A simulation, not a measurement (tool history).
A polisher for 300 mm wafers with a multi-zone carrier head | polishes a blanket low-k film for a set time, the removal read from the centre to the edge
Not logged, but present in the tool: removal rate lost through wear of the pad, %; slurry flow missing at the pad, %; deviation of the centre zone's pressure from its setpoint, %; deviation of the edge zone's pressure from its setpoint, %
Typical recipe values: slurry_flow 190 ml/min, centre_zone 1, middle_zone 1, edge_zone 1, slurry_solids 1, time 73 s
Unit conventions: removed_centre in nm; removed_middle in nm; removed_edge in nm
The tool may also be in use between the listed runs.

run	hour	slurry_flow	centre_zone	middle_zone	edge_zone	slurry_solids	time	wafers since the last listed run	wafers polished on this pad	hours since the slurry nozzle was cleaned	hours since the centre zone pressure was calibrated	hours since the edge zone pressure was calibrated	hours since the carrier head's membrane was replaced	incoming thickness of the incoming film, nm	removed_centre	removed_middle	removed_edge
1	0	190	1	1	1	1.1	73	0	399	130.3	564.9	1162.5	1425	695.8	20.5	20.2	21
2	29.4	190	1.08	1	1.09	1	73	288	688	159.7	594.3	1191.9	1454.4	699.5	21.1	19.8	21.1
3	50.2	190	1.08	1	1.09	1	73	203	892	180.5	615.1	1212.7	1475.2	689.6	21.3	19.2	20.9
4	76.8	190	0.91	1	1	1	73	260	1152	207.1	641.7	1239.3	1501.8	692.4	17.8	20	20.7
# hour 102.9: worn pad replaced by a new one
5	108.5	190	1	1	1	1	73	271	55	238.8	673.4	1271	1533.5	674.8	19.2	19.6	20.6
# hour 135.4: slurry nozzle cleaned
6	136.4	190	1	1	1	1	73	263	318	1	701.3	1298.9	1561.4	684.1	20.5	20.8	21
7	149.9	190	1	1	1	1	73	132	451	14.5	714.8	1312.4	1574.9	697.6	20.3	20.9	20.8
# hour 206.7: centre zone pressure recalibrated
8	238.6	190	1	1	1	1	73	850	1301	103.2	31.9	1401.1	1663.6	702.6	19.6	19.6	20.7
# hour 260.7: edge zone pressure recalibrated
9	266.5	125	1.1	0.95	1	1	73	253	1555	131.1	59.8	5.8	1691.5	677.3	20.2	17.7	19.6
# hour 275.2: worn pad replaced by a new one
10	291.9	190	1	0.9	1	1	73	209	163	156.5	85.2	31.2	1716.9	694.8	19.5	18.3	20.7
11	319.6	125	1.1	0.95	1	1	73	271	435	184.2	112.9	58.9	1744.6	688.3	20	17.7	19.7
12	343.7	190	1.12	0.93	1	1	73	236	671	208.3	137	83	1768.7	689.8	21.6	18.1	20.4
13	360.7	190	1	1	1	1	91	166	838	225.3	154	100	1785.7	702.1	24.2	24.4	25.3
14	385.1	190	1.04	1	1	0.8	73	239	1077	249.7	178.4	124.4	1810.1	702.4	18.3	17.9	18.7
# hour 407.3: worn pad replaced by a new one
# hour 416.5: slurry nozzle cleaned
# hour 476.9: carrier head's membrane replaced by a new one
15	481.4	190	1	1	1	1	73	846	667	64.9	274.7	220.7	4.5	689.7	19.6	20.5	20.5
16	516.6	240	1	1	1	1	73	345	1012	100.1	309.9	255.9	39.7	694.2	19.9	20.3	20.8
17	539.4	190	1.07	0.91	1	1	73	223	1236	122.9	332.7	278.7	62.5	687.5	20.6	18.2	21.1
18	551.6	190	1	1	1	1	73	119	1355	135.1	344.9	290.9	74.7	699.1	19.3	19.8	20.7
# hour 565.2: worn pad replaced by a new one
19	580.7	190	1	1	1	1	73	246	151	164.2	374	320	103.8	682.8	19.6	19.5	20.5
20	608.2	190	1	1	1	1	63	269	421	191.7	401.5	347.5	131.3	689.8	16.7	17	17.8
21	635.9	190	1	0.9	1	1	73	271	693	219.4	429.2	375.2	159	677.8	19.3	18	20.6
22	656.9	190	0.91	1	0.96	1.1	73	205	899	240.4	450.2	396.2	180	704.1	18.1	20.1	20.8

Forecast each of these 4 alternatives for the next run:
A	657.4	190	1	1	1	1	73	4	903	240.9	450.7	396.7	180.5	679	?	?	?
B	657.4	190	0.92	1	1	1.15	73	4	903	240.9	450.7	396.7	180.5	679	?	?	?
C	657.4	190	1	1	1	1.15	82	4	903	240.9	450.7	396.7	180.5	679	?	?	?
D	657.4	190	0.91	0.97	1	1.1	73	4	903	240.9	450.7	396.7	180.5	679	?	?	?

run	removed_centre	removed_middle	removed_edge
A	19.3	19.2	20.2
B	18.7	20.2	21.3
C	22.9	22.7	23.9
D	18.2	19.4	20.9
With the hidden condition removed and each run's random variation left untouched, the same runs would have given:
run	removed_centre	removed_middle	removed_edge
A	20.8	20.5	21.1
B	20.2	21.6	22.3
C	24.7	24.3	25.1
D	19.6	20.7	21.9
